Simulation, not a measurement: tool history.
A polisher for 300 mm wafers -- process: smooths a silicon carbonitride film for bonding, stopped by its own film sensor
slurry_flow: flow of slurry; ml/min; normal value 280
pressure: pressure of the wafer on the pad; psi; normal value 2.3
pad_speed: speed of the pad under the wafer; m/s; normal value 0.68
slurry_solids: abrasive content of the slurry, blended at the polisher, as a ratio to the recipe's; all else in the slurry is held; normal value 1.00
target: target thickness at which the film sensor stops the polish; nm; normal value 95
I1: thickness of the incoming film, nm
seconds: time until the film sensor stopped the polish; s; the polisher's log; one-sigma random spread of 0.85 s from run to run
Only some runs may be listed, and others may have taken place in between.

{"run": 1, "hour": 0.0, "slurry_flow": 280, "pressure": 2.9, "pad_speed": 0.68, "slurry_solids": 1.0, "target": 95, "I1": 111.3, "seconds": 69.7}
{"run": 2, "hour": 68.4, "slurry_flow": 280, "pressure": 2.9, "pad_speed": 0.68, "slurry_solids": 1.0, "target": 95, "I1": 109.8, "seconds": 64.6}
{"hour": 108.0, "done": "slurry nozzle cleaned"}
{"hour": 115.1, "done": "slurry blender recalibrated"}
{"run": 3, "hour": 153.5, "slurry_flow": 280, "pressure": 1.9, "pad_speed": 0.84, "slurry_solids": 1.0, "target": 95, "I1": 110.0, "seconds": 71.6}
{"run": 4, "hour": 210.5, "slurry_flow": 280, "pressure": 2.3, "pad_speed": 0.68, "slurry_solids": 1.0, "target": 95, "I1": 109.9, "seconds": 71.4}
{"run": 5, "hour": 342.1, "slurry_flow": 280, "pressure": 2.3, "pad_speed": 0.68, "slurry_solids": 1.0, "target": 95, "I1": 110.8, "seconds": 77.8}
{"run": 6, "hour": 442.5, "slurry_flow": 280, "pressure": 3.0, "pad_speed": 0.48, "slurry_solids": 1.0, "target": 95, "I1": 111.9, "seconds": 90.3}
{"hour": 457.8, "done": "worn pad replaced by a new one"}
{"run": 7, "hour": 480.8, "slurry_flow": 280, "pressure": 2.3, "pad_speed": 0.68, "slurry_solids": 1.0, "target": 95, "I1": 109.5, "seconds": 74.4}
{"run": 8, "hour": 551.4, "slurry_flow": 280, "pressure": 2.3, "pad_speed": 0.68, "slurry_solids": 1.0, "target": 95, "I1": 110.1, "seconds": 78.3}
{"hour": 609.1, "done": "head pressure recalibrated"}
{"run": 9, "hour": 627.8, "slurry_flow": 280, "pressure": 2.3, "pad_speed": 0.68, "slurry_solids": 1.0, "target": 95, "I1": 111.4, "seconds": 86.4}
{"hour": 671.4, "done": "slurry blender recalibrated"}
{"run": 10, "hour": 678.2, "slurry_flow": 280, "pressure": 2.3, "pad_speed": 0.56, "slurry_solids": 1.0, "target": 95, "I1": 111.4, "seconds": 90.3}
{"run": 11, "hour": 726.8, "slurry_flow": 355, "pressure": 2.0, "pad_speed": 0.68, "slurry_solids": 0.75, "target": 91, "I1": 110.5, "seconds": 127.8}
{"hour": 749.7, "done": "slurry nozzle cleaned"}
{"run": 12, "hour": 830.3, "slurry_flow": 340, "pressure": 2.5, "pad_speed": 0.88, "slurry_solids": 1.0, "target": 92, "I1": 108.3, "seconds": 58.5}
{"run": 13, "hour": 928.5, "slurry_flow": 280, "pressure": 3.0, "pad_speed": 0.68, "slurry_solids": 1.0, "target": 98, "I1": 110.6, "seconds": 49.7}
{"run": 14, "hour": 998.7, "slurry_flow": 355, "pressure": 2.3, "pad_speed": 0.68, "slurry_solids": 0.85, "target": 95, "I1": 110.1, "seconds": 83.8}
{"run": 15, "hour": 1070.7, "slurry_flow": 280, "pressure": 2.3, "pad_speed": 0.76, "slurry_solids": 1.0, "target": 93, "I1": 109.7, "seconds": 76.7}
{"hour": 1078.7, "done": "worn pad replaced by a new one"}
{"run": 16, "hour": 1108.9, "slurry_flow": 280, "pressure": 2.0, "pad_speed": 0.68, "slurry_solids": 1.0, "target": 95, "I1": 110.0, "seconds": 85.4}
{"run": 17, "hour": 1170.4, "slurry_flow": 280, "pressure": 2.3, "pad_speed": 0.74, "slurry_solids": 1.0, "target": 95, "I1": 108.8, "seconds": 66.3}
{"hour": 1236.8, "done": "slurry blender recalibrated"}
{"run": 18, "hour": 1278.3, "slurry_flow": 280, "pressure": 2.3, "pad_speed": 0.68, "slurry_solids": 1.0, "target": 95, "I1": 111.3, "seconds": 78.1}
{"run": 19, "hour": 1370.0, "slurry_flow": 280, "pressure": 2.0, "pad_speed": 0.46, "slurry_solids": 0.7, "target": 100, "I1": 110.7, "seconds": 110.3}
{"run": 20, "hour": 1439.4, "slurry_flow": 255, "pressure": 2.9, "pad_speed": 0.82, "slurry_solids": 1.0, "target": 95, "I1": 109.0, "seconds": 48.3}
{"hour": 1469.0, "done": "slurry nozzle cleaned"}
{"run": 21, "hour": 1476.5, "slurry_flow": 280, "pressure": 2.3, "pad_speed": 0.68, "slurry_solids": 1.3, "target": 95, "I1": 110.3, "seconds": 63.5}
{"run": 22, "hour": 1521.1, "slurry_flow": 350, "pressure": 2.3, "pad_speed": 0.68, "slurry_solids": 0.7, "target": 95, "I1": 109.3, "seconds": 97.4}
{"run": 23, "hour": 1563.0, "slurry_flow": 280, "pressure": 2.3, "pad_speed": 0.68, "slurry_solids": 1.0, "target": 95, "I1": 110.3, "seconds": 75.2}
{"run": 24, "hour": 1621.3, "slurry_flow": 280, "pressure": 2.3, "pad_speed": 0.68, "slurry_solids": 1.0, "target": 95, "I1": 108.7, "seconds": 69.6}
{"hour": 1679.3, "done": "worn pad replaced by a new one"}
{"run": 25, "hour": 1701.4, "slurry_flow": 280, "pressure": 1.8, "pad_speed": 0.9, "slurry_solids": 0.8, "target": 95, "I1": 109.0, "seconds": 83.6}
{"hour": 1724.1, "done": "head pressure recalibrated"}
{"run": 26, "hour": 1749.1, "slurry_flow": 280, "pressure": 2.3, "pad_speed": 0.74, "slurry_solids": 1.0, "target": 95, "I1": 109.8, "seconds": 72.1}
{"run": 27, "hour": 1818.5, "slurry_flow": 280, "pressure": 2.3, "pad_speed": 0.68, "slurry_solids": 0.8, "target": 95, "I1": 110.1, "seconds": 95.5}
{"run": 28, "hour": 1920.8, "slurry_flow": 280, "pressure": 2.3, "pad_speed": 0.68, "slurry_solids": 1.0, "target": 95, "I1": 110.5, "seconds": 81.5}
{"run": 29, "hour": 1960.2, "slurry_flow": 280, "pressure": 2.3, "pad_speed": 0.78, "slurry_solids": 1.0, "target": 95, "I1": 108.7, "seconds": 66.4}

Give the tool's hidden conditions for every run:
removal rate lost through wear of the pad, %: 0 on each run
slurry flow missing at the pad, %: 0 on each run
deviation of the head's pressure from its setpoint, %: 0 on each run
H1: abrasive missing from the slurry, %
run=1 H1=12.2
run=2 H1=13.8
run=3 H1=2.39
run=4 H1=3.66
run=5 H1=6.58
run=6 H1=8.81
run=7 H1=9.66
run=8 H1=11.2
run=9 H1=12.9
run=10 H1=0.151
run=11 H1=1.23
run=12 H1=3.53
run=13 H1=5.71
run=14 H1=7.27
run=15 H1=8.87
run=16 H1=9.72
run=17 H1=11.1
run=18 H1=1.69
run=19 H1=3.73
run=20 H1=5.27
run=21 H1=6.1
run=22 H1=7.09
run=23 H1=8.02
run=24 H1=9.31
run=25 H1=11.1
run=26 H1=12.2
run=27 H1=13.7
run=28 H1=16
run=29 H1=16.8
